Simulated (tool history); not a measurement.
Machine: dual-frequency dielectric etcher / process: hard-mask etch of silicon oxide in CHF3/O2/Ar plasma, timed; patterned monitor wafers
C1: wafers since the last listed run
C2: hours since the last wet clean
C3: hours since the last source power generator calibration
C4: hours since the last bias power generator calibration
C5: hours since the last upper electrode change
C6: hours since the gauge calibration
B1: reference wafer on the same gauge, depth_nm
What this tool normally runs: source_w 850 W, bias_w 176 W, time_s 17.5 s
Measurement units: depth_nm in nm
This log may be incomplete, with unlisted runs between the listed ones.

{"run": 1, "hour": 0.0, "source_w": 850, "bias_w": 176, "time_s": 17.5, "C1": 0, "C2": 353.2, "C3": 4190, "C4": 5025.3, "C5": 2848.3, "C6": 183.1, "B1": 49.69, "depth_nm": 43.95}
{"run": 2, "hour": 43.8, "source_w": 850, "bias_w": 176, "time_s": 17.5, "C1": 824, "C2": 397, "C3": 4233.8, "C4": 5069.1, "C5": 2892.1, "C6": 226.9, "B1": 49.72, "depth_nm": 43.55}
{"run": 3, "hour": 59.5, "source_w": 850, "bias_w": 176, "time_s": 17.5, "C1": 295, "C2": 412.7, "C3": 4249.5, "C4": 5084.8, "C5": 2907.8, "C6": 242.6, "B1": 49.71, "depth_nm": 43.87}
{"run": 4, "hour": 92.4, "source_w": 850, "bias_w": 176, "time_s": 17.5, "C1": 619, "C2": 445.6, "C3": 4282.4, "C4": 5117.7, "C5": 2940.7, "C6": 275.5, "B1": 49.65, "depth_nm": 43.79}
{"run": 5, "hour": 119.8, "source_w": 850, "bias_w": 176, "time_s": 17.5, "C1": 515, "C2": 473, "C3": 4309.8, "C4": 5145.1, "C5": 2968.1, "C6": 302.9, "B1": 49.71, "depth_nm": 43.76}
{"run": 6, "hour": 136.8, "source_w": 850, "bias_w": 176, "time_s": 17.5, "C1": 320, "C2": 490, "C3": 4326.8, "C4": 5162.1, "C5": 2985.1, "C6": 319.9, "B1": 49.67, "depth_nm": 43.93}
{"run": 7, "hour": 151.9, "source_w": 850, "bias_w": 176, "time_s": 17.5, "C1": 284, "C2": 505.1, "C3": 4341.9, "C4": 5177.2, "C5": 3000.2, "C6": 335, "B1": 49.75, "depth_nm": 43.74}
{"run": 8, "hour": 167.2, "source_w": 850, "bias_w": 176, "time_s": 16.5, "C1": 288, "C2": 520.4, "C3": 4357.2, "C4": 5192.5, "C5": 3015.5, "C6": 350.3, "B1": 49.76, "depth_nm": 41.25}
{"run": 9, "hour": 189.8, "source_w": 850, "bias_w": 176, "time_s": 16.5, "C1": 425, "C2": 543, "C3": 4379.8, "C4": 5215.1, "C5": 3038.1, "C6": 372.9, "B1": 49.72, "depth_nm": 41.33}
{"run": 10, "hour": 202.4, "source_w": 850, "bias_w": 176, "time_s": 17.5, "C1": 237, "C2": 555.6, "C3": 4392.4, "C4": 5227.7, "C5": 3050.7, "C6": 385.5, "B1": 49.69, "depth_nm": 43.9}
{"hour": 218.4, "done": "source power generator calibrated"}
{"run": 11, "hour": 234.2, "source_w": 920, "bias_w": 176, "time_s": 17.5, "C1": 523, "C2": 587.4, "C3": 15.8, "C4": 5259.5, "C5": 3082.5, "C6": 417.3, "B1": 49.68, "depth_nm": 45.09}
{"hour": 268.6, "done": "wet clean of the chamber"}
{"run": 12, "hour": 269.1, "source_w": 1020, "bias_w": 149, "time_s": 17.5, "C1": 205, "C2": 0.5, "C3": 50.7, "C4": 5294.4, "C5": 3117.4, "C6": 452.2, "B1": 49.68, "depth_nm": 44.23}
{"run": 13, "hour": 269.4, "source_w": 920, "bias_w": 176, "time_s": 17.5, "C1": 5, "C2": 0.8, "C3": 51, "C4": 5294.7, "C5": 3117.7, "C6": 452.5, "B1": 49.74, "depth_nm": 45.24}
{"hour": 285.6, "done": "bias power generator calibrated"}
{"hour": 288.4, "done": "gauge calibrated"}
{"run": 14, "hour": 367.4, "source_w": 960, "bias_w": 160, "time_s": 17.5, "C1": 1769, "C2": 98.8, "C3": 149, "C4": 81.8, "C5": 3215.7, "C6": 79, "B1": 49.64, "depth_nm": 44.29}
{"hour": 401.1, "done": "upper electrode replaced"}
{"run": 15, "hour": 401.6, "source_w": 850, "bias_w": 157, "time_s": 22.5, "C1": 192, "C2": 133, "C3": 183.2, "C4": 116, "C5": 0.5, "C6": 113.2, "B1": 49.7, "depth_nm": 53.87}
{"run": 16, "hour": 412.5, "source_w": 1060, "bias_w": 151, "time_s": 16, "C1": 205, "C2": 143.9, "C3": 194.1, "C4": 126.9, "C5": 11.4, "C6": 124.1, "B1": 49.68, "depth_nm": 41.18}
{"run": 17, "hour": 430.8, "source_w": 850, "bias_w": 176, "time_s": 17.5, "C1": 344, "C2": 162.2, "C3": 212.4, "C4": 145.2, "C5": 29.7, "C6": 142.4, "B1": 49.74, "depth_nm": 43.73}
{"run": 18, "hour": 458.2, "source_w": 850, "bias_w": 135, "time_s": 16, "C1": 515, "C2": 189.6, "C3": 239.8, "C4": 172.6, "C5": 57.1, "C6": 169.8, "B1": 49.71, "depth_nm": 36.4}
{"run": 19, "hour": 489.6, "source_w": 990, "bias_w": 176, "time_s": 15, "C1": 591, "C2": 221, "C3": 271.2, "C4": 204, "C5": 88.5, "C6": 201.2, "B1": 49.73, "depth_nm": 39.88}
{"run": 20, "hour": 504.6, "source_w": 1010, "bias_w": 176, "time_s": 17.5, "C1": 282, "C2": 236, "C3": 286.2, "C4": 219, "C5": 103.5, "C6": 216.2, "B1": 49.67, "depth_nm": 46.89}

Predict each of these 3 candidate next runs independently; none follows another, all start after run 20:
{"run": "A", "hour": 505.0, "source_w": 670, "bias_w": 176, "time_s": 17.5, "C1": 7, "C2": 236.4, "C3": 286.6, "C4": 219.4, "C5": 103.9, "C6": 216.6, "B1": "?", "depth_nm": "?"}
{"run": "B", "hour": 505.0, "source_w": 850, "bias_w": 176, "time_s": 14, "C1": 7, "C2": 236.4, "C3": 286.6, "C4": 219.4, "C5": 103.9, "C6": 216.6, "B1": "?", "depth_nm": "?"}
{"run": "C", "hour": 505.0, "source_w": 700, "bias_w": 207, "time_s": 20.5, "C1": 7, "C2": 236.4, "C3": 286.6, "C4": 219.4, "C5": 103.9, "C6": 216.6, "B1": "?", "depth_nm": "?"}

run=A B1=49.69 depth_nm=40.12
run=B B1=49.69 depth_nm=35.12
run=C B1=49.69 depth_nm=50.79
The same runs, with their run-to-run variation unchanged, on a tool lacking any hidden condition would have given:
run=A depth_nm=40.12
run=B depth_nm=35.12
run=C depth_nm=50.79
